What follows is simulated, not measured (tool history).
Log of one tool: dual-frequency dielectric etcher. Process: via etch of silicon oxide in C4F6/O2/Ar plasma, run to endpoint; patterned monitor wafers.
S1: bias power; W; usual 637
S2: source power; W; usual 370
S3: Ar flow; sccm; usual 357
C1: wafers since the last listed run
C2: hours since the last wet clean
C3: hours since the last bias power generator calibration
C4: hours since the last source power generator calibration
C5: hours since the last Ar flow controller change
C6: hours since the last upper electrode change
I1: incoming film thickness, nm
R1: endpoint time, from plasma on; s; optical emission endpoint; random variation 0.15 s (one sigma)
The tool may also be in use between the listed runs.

run	hour	S1	S2	S3	C1	C2	C3	C4	C5	C6	I1	R1
1	0.0	637	370	357	0	331.5	3437.5	1884.2	4106.1	3085.9	109.7	23.1
2	96.6	637	370	357	825	428.1	3534.1	1980.8	4202.7	3182.5	109.2	22.9
# hour 169.2: wet clean of the chamber
3	169.7	637	370	357	419	0.5	3607.2	2053.9	4275.8	3255.6	111.2	22.9
4	247.7	637	370	357	666	78.5	3685.2	2131.9	4353.8	3333.6	109.3	22.4
5	295.3	637	370	357	406	126.1	3732.8	2179.5	4401.4	3381.2	110.0	22.9
# hour 349.6: upper electrode replaced
6	371.2	637	370	357	443	202.0	3808.7	2255.4	4477.3	21.6	109.3	22.5
# hour 377.7: Ar flow controller replaced
# hour 387.5: bias power generator calibrated
7	446.3	637	370	357	556	277.1	58.8	2330.5	68.6	96.7	110.5	23.1
8	520.1	554	310	438	630	350.9	132.6	2404.3	142.4	170.5	110.6	28.1
9	583.7	591	310	357	543	414.5	196.2	2467.9	206.0	234.1	110.2	26.5
10	623.0	549	290	442	335	453.8	235.5	2507.2	245.3	273.4	111.0	29.4
# hour 659.4: wet clean of the chamber
# hour 670.4: source power generator calibrated
11	697.0	637	370	357	392	37.6	309.5	26.6	319.3	347.4	109.3	22.5
12	769.8	637	370	357	621	110.4	382.3	99.4	392.1	420.2	109.1	22.5
13	856.2	720	370	434	738	196.8	468.7	185.8	478.5	506.6	110.6	22.2
14	941.5	526	330	300	728	282.1	554.0	271.1	563.8	591.9	109.2	26.5

Hidden state at the last listed run before each entry between runs and at the first one after, where it differs:
Between runs 2 and 3: wet clean of the chamber (hour 169.2)
  etch rate over this chamber's usual, %: -3.47 -> 0.46
  measured less the result without the state, R1: +0.8 -> -0.1 s
Between runs 5 and 6: upper electrode replaced (hour 349.6)
  etch rate over this chamber's usual, %: -0.593 -> -1.23
  measured less the result without the state, R1: +0.1 -> +0.3 s
Between runs 6 and 7: Ar flow controller replaced (hour 377.7); bias power generator calibrated (hour 387.5)
  etch rate over this chamber's usual, %: -1.23 -> -1.86
  measured less the result without the state, R1: +0.3 -> +0.5 s
Between runs 10 and 11: wet clean of the chamber (hour 659.4); source power generator calibrated (hour 670.4)
  etch rate over this chamber's usual, %: -3.34 -> -0.626
  measured less the result without the state, R1: +1.0 -> +0.2 s
